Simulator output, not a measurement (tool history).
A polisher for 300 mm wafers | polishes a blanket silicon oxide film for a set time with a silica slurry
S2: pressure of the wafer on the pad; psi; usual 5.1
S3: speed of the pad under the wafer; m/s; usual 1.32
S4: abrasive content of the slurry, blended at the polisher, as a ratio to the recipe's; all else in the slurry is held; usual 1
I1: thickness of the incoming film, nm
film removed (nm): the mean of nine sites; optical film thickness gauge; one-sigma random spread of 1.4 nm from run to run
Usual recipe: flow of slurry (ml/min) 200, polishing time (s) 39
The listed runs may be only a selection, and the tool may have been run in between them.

Run 1, hour 0: usual settings but S3 1.52 m/s; I1 796.9. Result: film removed (nm) 182.8.
Run 2, hour 94.8: usual settings but flow of slurry (ml/min) 255, polishing time (s) 50; I1 798.9. Result: film removed (nm) 219.8.
At hour 146.5: slurry blender recalibrated.
At hour 148.4: head pressure recalibrated.
Run 3, hour 148.9: usual settings; I1 826.8. Result: film removed (nm) 171.1.
At hour 212.7: worn pad replaced by a new one.
Run 4, hour 216.6: usual settings but flow of slurry (ml/min) 245, S2 5.8 psi; I1 804.8. Result: film removed (nm) 197.9.
Run 5, hour 256.3: usual settings but S3 1.16 m/s, S4 0.8; I1 796.2. Result: film removed (nm) 135.
Run 6, hour 353.5: usual settings; I1 815.8. Result: film removed (nm) 170.3.
Run 7, hour 499.4: usual settings but S2 3.7 psi, S3 1.7 m/s, S4 1.25, polishing time (s) 31; I1 814.2. Result: film removed (nm) 129.
At hour 516.2: conditioning disc replaced and pad reconditioned.
Run 8, hour 597.3: usual settings but flow of slurry (ml/min) 160, S2 6.5 psi, S3 0.92 m/s, polishing time (s) 50; I1 801.7. Result: film removed (nm) 203.3.
Run 9, hour 700.5: usual settings; I1 809.3. Result: film removed (nm) 170.7.
At hour 722: slurry nozzle cleaned.
Run 10, hour 738.7: usual settings; I1 807. Result: film removed (nm) 169.4.
At hour 810.3: slurry blender recalibrated.
Run 11, hour 842.5: usual settings but S4 1.3; I1 797.2. Result: film removed (nm) 193.9.
Run 12, hour 921.3: usual settings but flow of slurry (ml/min) 265, S2 6.1 psi, polishing time (s) 49; I1 803.7. Result: film removed (nm) 259.8.
Run 13, hour 1018.7: usual settings but flow of slurry (ml/min) 245, S3 0.96 m/s, S4 0.75, polishing time (s) 48; I1 793.7. Result: film removed (nm) 134.9.
At hour 1056: worn pad replaced by a new one.
At hour 1203.3: conditioning disc replaced and pad reconditioned.
At hour 1259: head pressure recalibrated.
Run 14, hour 1291.1: usual settings; I1 803.9. Result: film removed (nm) 173.7.
Run 15, hour 1372.8: usual settings; I1 812. Result: film removed (nm) 170.6.
Run 16, hour 1449: usual settings; I1 821.6. Result: film removed (nm) 170.9.
Run 17, hour 1498.3: usual settings but flow of slurry (ml/min) 170, S3 1.1 m/s, polishing time (s) 34; I1 807.6. Result: film removed (nm) 126.
At hour 1551: slurry nozzle cleaned.
At hour 1554: slurry blender recalibrated.
Run 18, hour 1575.4: usual settings but flow of slurry (ml/min) 160, S2 5.7 psi, polishing time (s) 44; I1 800.7. Result: film removed (nm) 205.5.
Run 19, hour 1620.7: usual settings; I1 801.7. Result: film removed (nm) 166.9.
Run 20, hour 1719.7: usual settings but flow of slurry (ml/min) 140, S2 4.1 psi, S3 1.5 m/s, polishing time (s) 27; I1 806.1. Result: film removed (nm) 97.9.
At hour 1726.3: worn pad replaced by a new one.
Run 21, hour 1785.8: usual settings but S4 1.2; I1 825.9. Result: film removed (nm) 178.6.
Run 22, hour 1856.4: usual settings but polishing time (s) 48; I1 798.7. Result: film removed (nm) 202.4.
Run 23, hour 1917: usual settings; I1 811.3. Result: film removed (nm) 162.1.
Run 24, hour 1958.4: usual settings but flow of slurry (ml/min) 235, S3 1.1 m/s, S4 0.7, polishing time (s) 47; I1 793.2. Result: film removed (nm) 138.8.

Alternative continuations, all from the tool just after run 24; predict every row:
Run A, hour 1958.8: usual settings; I1 817.8. Result: film removed (nm) ?.
Run B, hour 1958.8: usual settings but flow of slurry (ml/min) 260, S2 6.1 psi, polishing time (s) 49; I1 817.8. Result: film removed (nm) ?.
Run C, hour 1958.8: usual settings but S2 3.8 psi, polishing time (s) 50; I1 817.8. Result: film removed (nm) ?.
Run D, hour 1958.8: usual settings but flow of slurry (ml/min) 235, S4 1.3, polishing time (s) 30; I1 817.8. Result: film removed (nm) ?.
Run E, hour 1958.8: usual settings but polishing time (s) 33; I1 817.8. Result: film removed (nm) ?.

run  film removed (nm)
  A              161.3
  B              247.5
  C                156
  D              143.4
  E              136.5
Had the tool no hidden state, the same runs would have come out as:
run  film removed (nm)
  A              174.3
  B              269.8
  C              166.5
  D              154.9
  E              147.5
